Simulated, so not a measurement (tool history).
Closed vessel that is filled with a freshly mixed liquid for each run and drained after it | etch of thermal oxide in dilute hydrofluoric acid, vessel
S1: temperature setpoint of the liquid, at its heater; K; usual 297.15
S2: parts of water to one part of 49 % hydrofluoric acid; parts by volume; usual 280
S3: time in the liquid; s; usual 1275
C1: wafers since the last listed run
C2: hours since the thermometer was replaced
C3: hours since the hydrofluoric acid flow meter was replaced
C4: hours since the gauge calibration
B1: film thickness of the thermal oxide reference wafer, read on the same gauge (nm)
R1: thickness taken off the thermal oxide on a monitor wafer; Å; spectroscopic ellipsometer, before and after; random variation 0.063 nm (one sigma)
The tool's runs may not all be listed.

run 1 hour=0 | S1=297.15 S2=280 S3=1275 | C1=0 C2=1669.8 C3=916.6 C4=275 | B1=110.02 | R1=184.7
-- hour=13.7 gauge calibrated
run 2 hour=24.3 | S1=297.15 S2=280 S3=1275 | C1=798 C2=1694.1 C3=940.9 C4=10.6 | B1=110.04 | R1=184.4
run 3 hour=57.4 | S1=297.15 S2=280 S3=1275 | C1=1087 C2=1727.2 C3=974 C4=43.7 | B1=110.02 | R1=184
run 4 hour=88.9 | S1=297.15 S2=315 S3=1275 | C1=1034 C2=1758.7 C3=1005.5 C4=75.2 | B1=110 | R1=158.7
run 5 hour=109 | S1=297.15 S2=280 S3=1275 | C1=660 C2=1778.8 C3=1025.6 C4=95.3 | B1=109.99 | R1=185.3
run 6 hour=131.1 | S1=297.15 S2=280 S3=1275 | C1=725 C2=1800.9 C3=1047.7 C4=117.4 | B1=109.97 | R1=185
run 7 hour=147.7 | S1=297.15 S2=280 S3=1275 | C1=545 C2=1817.5 C3=1064.3 C4=134 | B1=110.04 | R1=185.7
run 8 hour=219.6 | S1=297.15 S2=280 S3=1275 | C1=2361 C2=1889.4 C3=1136.2 C4=205.9 | B1=110 | R1=185.6
run 9 hour=234.8 | S1=297.15 S2=280 S3=1275 | C1=499 C2=1904.6 C3=1151.4 C4=221.1 | B1=109.98 | R1=186
run 10 hour=261.4 | S1=297.15 S2=280 S3=1275 | C1=873 C2=1931.2 C3=1178 C4=247.7 | B1=109.97 | R1=185.7
-- hour=277.5 thermometer replaced
-- hour=287.5 gauge calibrated
run 11 hour=291.1 | S1=297.15 S2=280 S3=1275 | C1=942 C2=13.6 C3=1207.7 C4=3.6 | B1=110.02 | R1=185.7

Forecast run 12:
run 12 hour=323 | S1=301.65 S2=160 S3=780 | C1=1047 C2=45.5 C3=1239.6 C4=35.5 | B1=? | R1=?

Run 12 gave B1 109.98, R1 264.3 Å.
Without the tool's hidden state the same run would have given R1 252.9 Å.
